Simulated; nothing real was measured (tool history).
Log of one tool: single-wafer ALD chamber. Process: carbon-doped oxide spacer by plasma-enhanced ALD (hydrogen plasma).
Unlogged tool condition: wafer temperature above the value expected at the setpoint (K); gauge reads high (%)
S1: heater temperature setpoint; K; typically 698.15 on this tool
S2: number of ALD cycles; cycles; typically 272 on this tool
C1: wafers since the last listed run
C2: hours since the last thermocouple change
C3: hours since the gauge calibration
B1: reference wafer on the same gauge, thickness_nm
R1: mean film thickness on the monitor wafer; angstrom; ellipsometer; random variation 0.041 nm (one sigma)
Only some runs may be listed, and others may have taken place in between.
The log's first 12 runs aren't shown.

-- hour=157.4 gauge calibrated
run 13 hour=160.5 | S1=686.15 S2=272 | C1=31 C2=1642.9 C3=3.1 | B1=13.399 | R1=124.79
run 14 hour=170.9 | S1=698.15 S2=272 | C1=15 C2=1653.3 C3=13.5 | B1=13.401 | R1=121.03
run 15 hour=180.2 | S1=698.15 S2=272 | C1=13 C2=1662.6 C3=22.8 | B1=13.394 | R1=120.34
run 16 hour=193.1 | S1=706.15 S2=240 | C1=18 C2=1675.5 C3=35.7 | B1=13.400 | R1=103.79
run 17 hour=201.5 | S1=711.15 S2=287 | C1=12 C2=1683.9 C3=44.1 | B1=13.398 | R1=122.29
run 18 hour=209.0 | S1=690.15 S2=272 | C1=10 C2=1691.4 C3=51.6 | B1=13.419 | R1=123.32
run 19 hour=221.9 | S1=698.15 S2=256 | C1=18 C2=1704.3 C3=64.5 | B1=13.377 | R1=112.55
run 20 hour=230.0 | S1=706.15 S2=285 | C1=11 C2=1712.4 C3=72.6 | B1=13.411 | R1=123.89
run 21 hour=242.3 | S1=710.15 S2=221 | C1=17 C2=1724.7 C3=84.9 | B1=13.385 | R1=95.11
run 22 hour=249.8 | S1=710.15 S2=258 | C1=10 C2=1732.2 C3=92.4 | B1=13.383 | R1=110.53
-- hour=282.5 thermocouple changed; heater temperature recalibrated
run 23 hour=288.7 | S1=698.15 S2=256 | C1=44 C2=6.2 C3=131.3 | B1=13.378 | R1=113.86
run 24 hour=306.1 | S1=709.15 S2=252 | C1=25 C2=23.6 C3=148.7 | B1=13.398 | R1=108.72
run 25 hour=316.5 | S1=698.15 S2=272 | C1=15 C2=34.0 C3=159.1 | B1=13.430 | R1=119.89
run 26 hour=331.8 | S1=698.15 S2=325 | C1=22 C2=49.3 C3=174.4 | B1=13.405 | R1=143.70
run 27 hour=344.3 | S1=698.15 S2=272 | C1=18 C2=61.8 C3=186.9 | B1=13.409 | R1=120.43
run 28 hour=357.7 | S1=708.15 S2=272 | C1=19 C2=75.2 C3=200.3 | B1=13.393 | R1=117.56
run 29 hour=365.7 | S1=708.15 S2=246 | C1=11 C2=83.2 C3=208.3 | B1=13.416 | R1=106.25
run 30 hour=400.6 | S1=708.15 S2=237 | C1=50 C2=118.1 C3=243.2 | B1=13.391 | R1=101.88
-- hour=425.3 gauge calibrated
run 31 hour=440.1 | S1=698.15 S2=272 | C1=57 C2=157.6 C3=14.8 | B1=13.393 | R1=120.00

Consider 3 possible next runs. They are alternatives, not a sequence: every one starts from the tool as it was left by run 31. What does each give?
run A hour=440.9 | S1=692.15 S2=272 | C1=1 C2=158.4 C3=15.6 | B1=? | R1=?
run B hour=440.9 | S1=694.15 S2=293 | C1=1 C2=158.4 C3=15.6 | B1=? | R1=?
run C hour=440.9 | S1=683.15 S2=248 | C1=1 C2=158.4 C3=15.6 | B1=? | R1=?

run=A B1=13.396 R1=121.81
run=B B1=13.396 R1=130.48
run=C B1=13.396 R1=113.87
Stripped of hidden state, with their random variation kept, the same runs would have yielded:
run=A R1=121.81
run=B R1=130.48
run=C R1=113.87
